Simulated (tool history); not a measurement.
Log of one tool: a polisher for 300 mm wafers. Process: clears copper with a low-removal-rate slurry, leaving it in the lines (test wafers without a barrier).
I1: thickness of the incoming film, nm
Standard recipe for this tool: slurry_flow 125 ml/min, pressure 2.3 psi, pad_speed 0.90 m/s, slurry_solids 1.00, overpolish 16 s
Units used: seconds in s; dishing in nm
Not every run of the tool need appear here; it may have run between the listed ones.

{"run": 1, "hour": 0.0, "slurry_flow": 125, "pressure": 2.3, "pad_speed": 0.9, "slurry_solids": 1.0, "overpolish": 16, "I1": 267.4, "seconds": 120.8, "dishing": 23.8}
{"run": 2, "hour": 14.7, "slurry_flow": 125, "pressure": 2.3, "pad_speed": 0.9, "slurry_solids": 1.0, "overpolish": 16, "I1": 265.5, "seconds": 122.0, "dishing": 24.0}
{"run": 3, "hour": 43.0, "slurry_flow": 125, "pressure": 2.3, "pad_speed": 0.9, "slurry_solids": 1.0, "overpolish": 16, "I1": 266.7, "seconds": 124.8, "dishing": 24.1}
{"run": 4, "hour": 78.9, "slurry_flow": 125, "pressure": 2.3, "pad_speed": 0.9, "slurry_solids": 1.0, "overpolish": 16, "I1": 265.1, "seconds": 114.4, "dishing": 25.2}
{"run": 5, "hour": 113.9, "slurry_flow": 125, "pressure": 2.3, "pad_speed": 0.9, "slurry_solids": 1.0, "overpolish": 16, "I1": 269.7, "seconds": 117.5, "dishing": 25.5}
{"run": 6, "hour": 127.9, "slurry_flow": 125, "pressure": 2.3, "pad_speed": 0.9, "slurry_solids": 1.0, "overpolish": 16, "I1": 264.1, "seconds": 115.1, "dishing": 25.4}
{"run": 7, "hour": 156.4, "slurry_flow": 80, "pressure": 2.3, "pad_speed": 0.9, "slurry_solids": 1.0, "overpolish": 13, "I1": 261.9, "seconds": 130.7, "dishing": 18.4}
{"run": 8, "hour": 184.1, "slurry_flow": 105, "pressure": 2.3, "pad_speed": 0.9, "slurry_solids": 1.0, "overpolish": 16, "I1": 263.2, "seconds": 119.8, "dishing": 24.2}
{"run": 9, "hour": 213.8, "slurry_flow": 135, "pressure": 1.6, "pad_speed": 1.06, "slurry_solids": 1.0, "overpolish": 13, "I1": 262.6, "seconds": 142.1, "dishing": 16.6}
{"run": 10, "hour": 235.3, "slurry_flow": 125, "pressure": 2.3, "pad_speed": 0.9, "slurry_solids": 1.0, "overpolish": 16, "I1": 263.6, "seconds": 116.7, "dishing": 25.3}
{"run": 11, "hour": 247.4, "slurry_flow": 100, "pressure": 2.9, "pad_speed": 1.18, "slurry_solids": 1.2, "overpolish": 16, "I1": 263.2, "seconds": 72.0, "dishing": 38.9}
{"run": 12, "hour": 261.7, "slurry_flow": 125, "pressure": 2.3, "pad_speed": 0.9, "slurry_solids": 1.0, "overpolish": 16, "I1": 264.1, "seconds": 119.3, "dishing": 24.3}
{"run": 13, "hour": 299.5, "slurry_flow": 125, "pressure": 1.7, "pad_speed": 0.82, "slurry_solids": 1.25, "overpolish": 16, "I1": 264.9, "seconds": 159.3, "dishing": 18.8}
{"run": 14, "hour": 311.6, "slurry_flow": 125, "pressure": 1.8, "pad_speed": 0.62, "slurry_solids": 1.0, "overpolish": 9, "I1": 264.9, "seconds": 215.8, "dishing": 7.9}
{"run": 15, "hour": 324.7, "slurry_flow": 160, "pressure": 2.8, "pad_speed": 1.04, "slurry_solids": 1.25, "overpolish": 16, "I1": 264.9, "seconds": 72.5, "dishing": 38.7}
{"run": 16, "hour": 388.6, "slurry_flow": 125, "pressure": 2.3, "pad_speed": 0.72, "slurry_solids": 1.0, "overpolish": 16, "I1": 267.7, "seconds": 143.4, "dishing": 21.4}
{"run": 17, "hour": 415.9, "slurry_flow": 110, "pressure": 2.3, "pad_speed": 0.9, "slurry_solids": 0.85, "overpolish": 12, "I1": 264.8, "seconds": 124.2, "dishing": 18.9}
{"run": 18, "hour": 440.7, "slurry_flow": 115, "pressure": 2.6, "pad_speed": 0.8, "slurry_solids": 1.0, "overpolish": 7, "I1": 265.0, "seconds": 116.5, "dishing": 11.8}
{"run": 19, "hour": 525.6, "slurry_flow": 85, "pressure": 2.9, "pad_speed": 0.9, "slurry_solids": 1.0, "overpolish": 16, "I1": 262.1, "seconds": 104.4, "dishing": 28.5}
{"run": 20, "hour": 549.6, "slurry_flow": 125, "pressure": 1.8, "pad_speed": 0.9, "slurry_solids": 1.0, "overpolish": 16, "I1": 266.3, "seconds": 150.1, "dishing": 19.6}
{"run": 21, "hour": 570.5, "slurry_flow": 125, "pressure": 1.8, "pad_speed": 0.6, "slurry_solids": 1.1, "overpolish": 12, "I1": 263.8, "seconds": 217.0, "dishing": 10.6}
{"run": 22, "hour": 596.1, "slurry_flow": 125, "pressure": 2.3, "pad_speed": 0.9, "slurry_solids": 1.0, "overpolish": 16, "I1": 263.1, "seconds": 117.2, "dishing": 24.5}
{"run": 23, "hour": 621.4, "slurry_flow": 125, "pressure": 2.3, "pad_speed": 0.9, "slurry_solids": 1.0, "overpolish": 16, "I1": 261.6, "seconds": 123.3, "dishing": 24.6}
{"run": 24, "hour": 648.6, "slurry_flow": 125, "pressure": 2.0, "pad_speed": 1.08, "slurry_solids": 1.2, "overpolish": 16, "I1": 266.1, "seconds": 115.0, "dishing": 26.6}
{"run": 25, "hour": 669.5, "slurry_flow": 90, "pressure": 2.3, "pad_speed": 0.68, "slurry_solids": 1.0, "overpolish": 16, "I1": 263.6, "seconds": 167.0, "dishing": 17.8}
{"run": 26, "hour": 681.7, "slurry_flow": 125, "pressure": 2.3, "pad_speed": 0.9, "slurry_solids": 1.0, "overpolish": 16, "I1": 265.8, "seconds": 114.6, "dishing": 25.4}
{"run": 27, "hour": 705.5, "slurry_flow": 125, "pressure": 2.3, "pad_speed": 0.9, "slurry_solids": 1.0, "overpolish": 16, "I1": 261.3, "seconds": 115.5, "dishing": 26.0}
{"run": 28, "hour": 727.0, "slurry_flow": 125, "pressure": 2.3, "pad_speed": 1.02, "slurry_solids": 1.0, "overpolish": 25, "I1": 266.9, "seconds": 98.0, "dishing": 42.0}

Put back what was entered between runs (10 entries, withheld): which listed runs does each sit between, and how does the hidden state differ from the listed run before to the listed run after?
Run 3 -> run 4: slurry nozzle cleaned (hour 64.3)
  slurry flow missing at the pad, %: 28 -> 2.16; abrasive missing from the slurry, %: 15.7 -> 16.3
  measured minus no-state result, seconds: +17.0 -> +7.3 s; dishing: -3.5 -> -1.5 nm
Run 7 -> run 8: worn pad replaced by a new one (hour 183.6)
  slurry flow missing at the pad, %: 5.15 -> 7.28; abrasive missing from the slurry, %: 17.2 -> 17.4
  measured minus no-state result, seconds: +10.5 -> +9.9 s; dishing: -1.5 -> -1.9 nm
Run 8 -> run 9: head pressure recalibrated (hour 204.2)
  slurry flow missing at the pad, %: 7.28 -> 10.2; abrasive missing from the slurry, %: 17.4 -> 17.6
  measured minus no-state result, seconds: +9.9 -> +12.2 s; dishing: -1.9 -> -1.4 nm
Run 12 -> run 13: slurry blender recalibrated (hour 299.0)
  slurry flow missing at the pad, %: 16.2 -> 22.1; abrasive missing from the slurry, %: 17.9 -> 2.49
  measured minus no-state result, seconds: +12.6 -> +11.1 s; dishing: -2.6 -> -1.3 nm
Run 15 -> run 16: slurry nozzle cleaned (hour 378.6)
  slurry flow missing at the pad, %: 26.6 -> 1.98; abrasive missing from the slurry, %: 4.98 -> 9.72
  measured minus no-state result, seconds: +5.7 -> +5.5 s; dishing: -2.8 -> -0.8 nm
Run 18 -> run 19: worn pad replaced by a new one (hour 448.9)
  slurry flow missing at the pad, %: 3.33 -> 9.75; abrasive missing from the slurry, %: 12.4 -> 15.1
  measured minus no-state result, seconds: +6.0 -> +9.1 s; dishing: -0.6 -> -2.4 nm
Run 23 -> run 24: head pressure recalibrated (hour 626.7)
  slurry flow missing at the pad, %: 23.3 -> 28.3; abrasive missing from the slurry, %: 16.9 -> 17.2
  measured minus no-state result, seconds: +15.2 -> +16.7 s; dishing: -3.1 -> -4.0 nm
Run 24 -> run 25: slurry nozzle cleaned (hour 663.1); worn pad replaced by a new one (hour 668.0)
  slurry flow missing at the pad, %: 28.3 -> 3.19; abrasive missing from the slurry, %: 17.2 -> 17.4
  measured minus no-state result, seconds: +16.7 -> +12.2 s; dishing: -4.0 -> -1.3 nm
Run 27 -> run 28: slurry blender recalibrated (hour 709.5)
  slurry flow missing at the pad, %: 3.83 -> 4.65; abrasive missing from the slurry, %: 17.7 -> 3.48
  measured minus no-state result, seconds: +8.4 -> +2.2 s; dishing: -1.8 -> -0.8 nm
